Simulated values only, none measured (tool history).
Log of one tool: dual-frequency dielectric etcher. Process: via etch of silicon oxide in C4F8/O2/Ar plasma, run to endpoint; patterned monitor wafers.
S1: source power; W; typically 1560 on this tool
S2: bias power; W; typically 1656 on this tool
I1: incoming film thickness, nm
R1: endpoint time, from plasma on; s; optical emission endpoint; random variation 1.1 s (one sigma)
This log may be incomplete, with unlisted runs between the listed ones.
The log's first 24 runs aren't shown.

At hour 622.5: source power generator calibrated.
Run 25, hour 700.8: usual settings but S2 1370 W; I1 1232.1. Result: R1 303.6 s.
Run 26, hour 713.7: usual settings; I1 1223.3. Result: R1 281.4 s.
Run 27, hour 755.4: usual settings but S1 1850 W, S2 1359 W; I1 1231.5. Result: R1 291.2 s.
Run 28, hour 780.2: usual settings but S1 1690 W, S2 1774 W; I1 1226.6. Result: R1 266.1 s.
Run 29, hour 798.6: usual settings but S2 1434 W; I1 1222.4. Result: R1 298.2 s.
At hour 836.8: wet clean of the chamber.
Run 30, hour 837.3: usual settings but S1 1340 W, S2 1245 W; I1 1226.7. Result: R1 323.1 s.
Run 31, hour 837.7: usual settings but S1 1290 W, S2 1891 W; I1 1220.4. Result: R1 271.6 s.
Run 32, hour 855: usual settings but S1 1910 W, S2 1333 W; I1 1227. Result: R1 280.4 s.
Run 33, hour 883.5: usual settings but S1 1700 W; I1 1218. Result: R1 263.8 s.
Run 34, hour 918.3: usual settings but S1 1660 W, S2 1873 W; I1 1226. Result: R1 254.6 s.
Run 35, hour 951: usual settings; I1 1239.7. Result: R1 275.5 s.
Run 36, hour 968.7: usual settings but S2 1851 W; I1 1224.2. Result: R1 262.8 s.

Consider 3 possible next runs. They are alternatives, not a sequence: every one starts from the tool as it was left by run 36. What does each give?
Run A, hour 969.2: usual settings; I1 1229.4. Result: R1 ?.
Run B, hour 969.2: usual settings but S1 1860 W, S2 1834 W; I1 1229.4. Result: R1 ?.
Run C, hour 969.2: usual settings but S1 1420 W, S2 1308 W; I1 1229.4. Result: R1 ?.

run     R1
  A  275.4
  B  251.5
  C  311.6
Without the tool's unlogged condition, the same runs would have read:
run     R1
  A    272
  B  248.3
  C  307.7

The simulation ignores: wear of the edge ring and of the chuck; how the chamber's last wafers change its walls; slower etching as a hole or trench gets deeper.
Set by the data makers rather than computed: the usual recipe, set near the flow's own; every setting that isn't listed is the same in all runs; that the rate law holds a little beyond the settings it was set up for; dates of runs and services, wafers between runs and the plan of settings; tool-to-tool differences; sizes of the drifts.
